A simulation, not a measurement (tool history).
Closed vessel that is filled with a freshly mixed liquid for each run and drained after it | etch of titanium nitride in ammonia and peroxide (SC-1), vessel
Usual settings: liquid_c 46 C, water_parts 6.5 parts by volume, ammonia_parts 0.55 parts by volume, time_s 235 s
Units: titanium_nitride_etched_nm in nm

run    day  liquid_c  water_parts  ammonia_parts  time_s  wafers since the last listed run  hours since the thermometer was replaced  hours since the ammonia flow meter was replaced  hours since the drum of ammonia solution was connected  hours since the gauge calibration  read-back film thickness of the titanium nitride reference wafer, read on the same gauge (nm)  titanium_nitride_etched_nm
  1      0        46          6.5           0.55     235                                 0                                      3075                                           1560.1                                                   295.8                               38.2                                                                                             50                       10.31
  2  0.346        46          6.5           0.55     235                               739                                    3083.3                                           1568.4                                                   304.1                               46.5                                                                                          49.99                       10.36
  3  0.692        46          6.5           0.55     235                               739                                    3091.6                                           1576.7                                                   312.4                               54.8                                                                                          49.99                       10.36
  4  1.292        46          6.5           0.55     235                              1283                                      3106                                           1591.1                                                   326.8                               69.2                                                                                          50.02                       10.27
  5  1.767      50.5          6.5           0.55     235                              1015                                    3117.4                                           1602.5                                                   338.2                               80.6                                                                                          50.03                       14.24
  6  2.562      50.5          6.5           0.55     235                              1702                                    3136.5                                           1621.6                                                   357.3                               99.7                                                                                          50.01                       14.14
     2.579  -- gauge calibrated
     2.983  -- new drum of ammonia solution connected
  7  3.004        46          6.5           0.55     200                               855                                    3147.1                                           1632.2                                                     0.5                               10.2                                                                                          50.01                        8.76
  8  3.546        46          6.5           0.55     200                              1158                                    3160.1                                           1645.2                                                    13.5                               23.2                                                                                          50.01                        8.72
  9  4.004        46          6.5           0.55     235                               980                                    3171.1                                           1656.2                                                    24.5                               34.2                                                                                             50                       10.24
     4.612  -- ammonia flow meter replaced
 10  4.679      43.5          9.5           0.65     160                              1354                                    3187.3                                              1.6                                                    40.7                               50.4                                                                                          50.01                        4.93
 11  4.958        38          9.5           0.25     235                               597                                      3194                                              8.3                                                    47.4                               57.1                                                                                          50.01                        4.06
 12  5.442      53.5          6.5           0.55     235                              1033                                    3205.6                                             19.9                                                      59                               68.7                                                                                          50.01                       17.48
     5.804  -- thermometer replaced
 13  5.954      49.5          6.5           0.75     235                              1006                                       3.6                                             32.2                                                    71.3                                 81                                                                                          50.01                       16.51
 14  6.579        38          6.5           0.55     235                              1336                                      18.6                                             47.2                                                    86.3                                 96                                                                                             50                        6.86
     6.733  -- gauge calibrated
 15  7.104        46            5           0.55     235                              1122                                      31.2                                             59.8                                                    98.9                                8.9                                                                                          50.02                       13.96
 16  7.379        46          6.5           0.55     235                               588                                      37.8                                             66.4                                                   105.5                               15.5                                                                                          49.99                       12.28

Forecast run 17:
 17  7.792        46          6.5           0.55     195                               882                                      47.7                                             76.3                                                   115.4                               25.4                                                                                              ?                           ?

{"run 17": {"read-back film thickness of the titanium nitride reference wafer, read on the same gauge (nm)": 50.01, "titanium_nitride_etched_nm": 10.19}}
Without the tool's hidden state the same run would have given titanium_nitride_etched_nm 10.44 nm.

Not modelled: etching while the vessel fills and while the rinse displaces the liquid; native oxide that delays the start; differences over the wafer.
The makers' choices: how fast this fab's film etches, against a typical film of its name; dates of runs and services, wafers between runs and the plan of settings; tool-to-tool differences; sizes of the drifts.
